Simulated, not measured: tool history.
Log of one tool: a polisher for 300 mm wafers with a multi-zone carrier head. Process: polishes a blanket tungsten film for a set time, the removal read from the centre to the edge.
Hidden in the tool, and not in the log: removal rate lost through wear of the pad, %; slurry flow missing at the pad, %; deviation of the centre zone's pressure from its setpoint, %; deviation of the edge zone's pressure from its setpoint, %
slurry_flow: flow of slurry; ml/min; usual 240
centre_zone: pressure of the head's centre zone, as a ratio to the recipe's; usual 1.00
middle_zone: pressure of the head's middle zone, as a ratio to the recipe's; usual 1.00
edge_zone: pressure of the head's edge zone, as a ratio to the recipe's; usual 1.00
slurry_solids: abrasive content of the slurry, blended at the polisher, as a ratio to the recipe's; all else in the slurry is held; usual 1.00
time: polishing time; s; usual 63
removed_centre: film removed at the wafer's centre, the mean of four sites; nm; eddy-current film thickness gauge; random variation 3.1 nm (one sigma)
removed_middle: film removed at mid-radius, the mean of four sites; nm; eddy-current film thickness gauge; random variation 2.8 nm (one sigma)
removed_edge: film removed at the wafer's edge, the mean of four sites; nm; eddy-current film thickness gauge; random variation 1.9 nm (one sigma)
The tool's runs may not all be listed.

| run | hour | slurry_flow | centre_zone | middle_zone | edge_zone | slurry_solids | time | wafers since the last listed run | wafers polished on this pad | hours since the slurry nozzle was cleaned | hours since the centre zone pressure was calibrated | hours since the edge zone pressure was calibrated | hours since the carrier head's membrane was replaced | incoming thickness of the incoming film, nm | removed_centre | removed_middle | removed_edge |
|---|---|---|---|---|---|---|---|---|---|---|---|---|---|---|---|---|---|
| 1 | 0.0 | 240 | 1.00 | 1.00 | 1.00 | 1.00 | 63 | 0 | 287 | 116.5 | 1216.2 | 844.9 | 890.5 | 805.4 | 223.3 | 253.8 | 256.3 |
|  | 7.2 | edge zone pressure recalibrated |
| 2 | 15.9 | 240 | 1.03 | 1.00 | 1.00 | 1.00 | 63 | 99 | 386 | 132.4 | 1232.1 | 8.7 | 906.4 | 791.1 | 230.5 | 256.6 | 251.3 |
|  | 19.6 | centre zone pressure recalibrated |
| 3 | 23.9 | 240 | 1.00 | 0.92 | 1.00 | 1.00 | 63 | 42 | 429 | 140.4 | 4.3 | 16.7 | 914.4 | 795.1 | 251.9 | 234.5 | 255.1 |
| 4 | 34.0 | 240 | 1.03 | 1.05 | 1.00 | 1.00 | 63 | 72 | 501 | 150.5 | 14.4 | 26.8 | 924.5 | 797.9 | 257.4 | 262.3 | 252.4 |
| 5 | 50.0 | 240 | 1.00 | 1.00 | 1.00 | 1.00 | 63 | 114 | 615 | 166.5 | 30.4 | 42.8 | 940.5 | 782.2 | 252.3 | 253.7 | 254.6 |
|  | 63.4 | carrier head's membrane replaced by a new one |
| 6 | 66.2 | 240 | 1.00 | 1.00 | 1.00 | 1.00 | 63 | 79 | 695 | 182.7 | 46.6 | 59.0 | 2.8 | 786.3 | 257.2 | 251.1 | 256.7 |
| 7 | 79.1 | 185 | 1.00 | 1.00 | 1.08 | 1.00 | 63 | 92 | 787 | 195.6 | 59.5 | 71.9 | 15.7 | 792.7 | 245.5 | 243.7 | 258.2 |
|  | 100.1 | worn pad replaced by a new one |
| 8 | 130.3 | 240 | 1.00 | 1.00 | 1.00 | 1.00 | 63 | 336 | 215 | 246.8 | 110.7 | 123.1 | 66.9 | 784.5 | 252.5 | 258.1 | 254.8 |
| 9 | 142.6 | 275 | 1.00 | 0.90 | 1.00 | 1.00 | 76 | 87 | 303 | 259.1 | 123.0 | 135.4 | 79.2 | 803.8 | 307.1 | 285.6 | 313.5 |
| 10 | 149.6 | 170 | 1.00 | 1.09 | 1.00 | 1.00 | 56 | 49 | 353 | 266.1 | 130.0 | 142.4 | 86.2 | 786.9 | 212.4 | 228.8 | 217.7 |
| 11 | 159.1 | 240 | 1.06 | 1.00 | 1.00 | 0.80 | 63 | 67 | 420 | 275.6 | 139.5 | 151.9 | 95.7 | 781.7 | 254.4 | 244.7 | 246.5 |
| 12 | 172.2 | 240 | 1.00 | 0.95 | 0.96 | 1.00 | 63 | 93 | 514 | 288.7 | 152.6 | 165.0 | 108.8 | 785.1 | 251.1 | 245.0 | 247.9 |
| 13 | 189.2 | 240 | 1.00 | 1.00 | 1.00 | 1.00 | 63 | 121 | 635 | 305.7 | 169.6 | 182.0 | 125.8 | 778.2 | 248.0 | 255.1 | 255.3 |
| 14 | 235.4 | 240 | 1.00 | 1.00 | 1.00 | 1.00 | 63 | 329 | 965 | 351.9 | 215.8 | 228.2 | 172.0 | 800.8 | 244.1 | 254.3 | 252.2 |
| 15 | 244.3 | 240 | 1.00 | 1.00 | 0.96 | 1.00 | 63 | 63 | 1028 | 360.8 | 224.7 | 237.1 | 180.9 | 774.8 | 252.9 | 248.7 | 249.6 |
| 16 | 256.1 | 240 | 1.00 | 1.00 | 1.00 | 1.00 | 63 | 84 | 1112 | 372.6 | 236.5 | 248.9 | 192.7 | 785.5 | 249.7 | 251.4 | 257.6 |
|  | 261.7 | worn pad replaced by a new one |
| 17 | 269.9 | 240 | 0.94 | 1.00 | 1.00 | 1.00 | 41 | 69 | 58 | 386.4 | 250.3 | 262.7 | 206.5 | 794.9 | 157.1 | 163.5 | 165.3 |
| 18 | 285.6 | 240 | 1.00 | 1.00 | 1.00 | 0.90 | 82 | 112 | 170 | 402.1 | 266.0 | 278.4 | 222.2 | 790.9 | 313.0 | 325.0 | 321.6 |
| 19 | 292.7 | 240 | 1.00 | 1.00 | 1.00 | 0.75 | 63 | 50 | 220 | 409.2 | 273.1 | 285.5 | 229.3 | 799.7 | 239.9 | 237.6 | 242.1 |
| 20 | 303.4 | 240 | 1.00 | 1.00 | 1.00 | 1.00 | 63 | 76 | 297 | 419.9 | 283.8 | 296.2 | 240.0 | 797.7 | 240.5 | 254.7 | 254.0 |
| 21 | 313.1 | 240 | 1.00 | 0.94 | 0.92 | 1.00 | 47 | 69 | 366 | 429.6 | 293.5 | 305.9 | 249.7 | 791.8 | 183.2 | 176.6 | 181.1 |
| 22 | 321.0 | 240 | 0.91 | 1.00 | 1.00 | 1.00 | 63 | 56 | 422 | 437.5 | 301.4 | 313.8 | 257.6 | 802.0 | 235.1 | 250.2 | 251.6 |
| 23 | 328.2 | 240 | 1.11 | 1.00 | 1.00 | 1.00 | 63 | 51 | 474 | 444.7 | 308.6 | 321.0 | 264.8 | 785.2 | 267.8 | 251.0 | 255.1 |

Forecast each of these 3 alternatives for the next run:
| A | 328.6 | 240 | 0.93 | 1.00 | 1.00 | 1.00 | 63 | 2 | 477 | 445.1 | 309.0 | 321.4 | 265.2 | 783.1 | ? | ? | ? |
| B | 328.6 | 240 | 0.97 | 1.00 | 1.00 | 1.00 | 63 | 2 | 477 | 445.1 | 309.0 | 321.4 | 265.2 | 783.1 | ? | ? | ? |
| C | 328.6 | 240 | 1.06 | 1.07 | 1.00 | 0.85 | 51 | 2 | 477 | 445.1 | 309.0 | 321.4 | 265.2 | 783.1 | ? | ? | ? |

| run | removed_centre | removed_middle | removed_edge |
|---|---|---|---|
| A | 232.3 | 255.2 | 250.3 |
| B | 240.5 | 255.1 | 250.3 |
| C | 204.6 | 213.4 | 197.5 |
Without the tool's hidden state the same runs would have given:
| run | removed_centre | removed_middle | removed_edge |
|---|---|---|---|
| A | 238.7 | 255.2 | 250.3 |
| B | 247.1 | 255.1 | 250.3 |
| C | 210.2 | 213.3 | 197.5 |

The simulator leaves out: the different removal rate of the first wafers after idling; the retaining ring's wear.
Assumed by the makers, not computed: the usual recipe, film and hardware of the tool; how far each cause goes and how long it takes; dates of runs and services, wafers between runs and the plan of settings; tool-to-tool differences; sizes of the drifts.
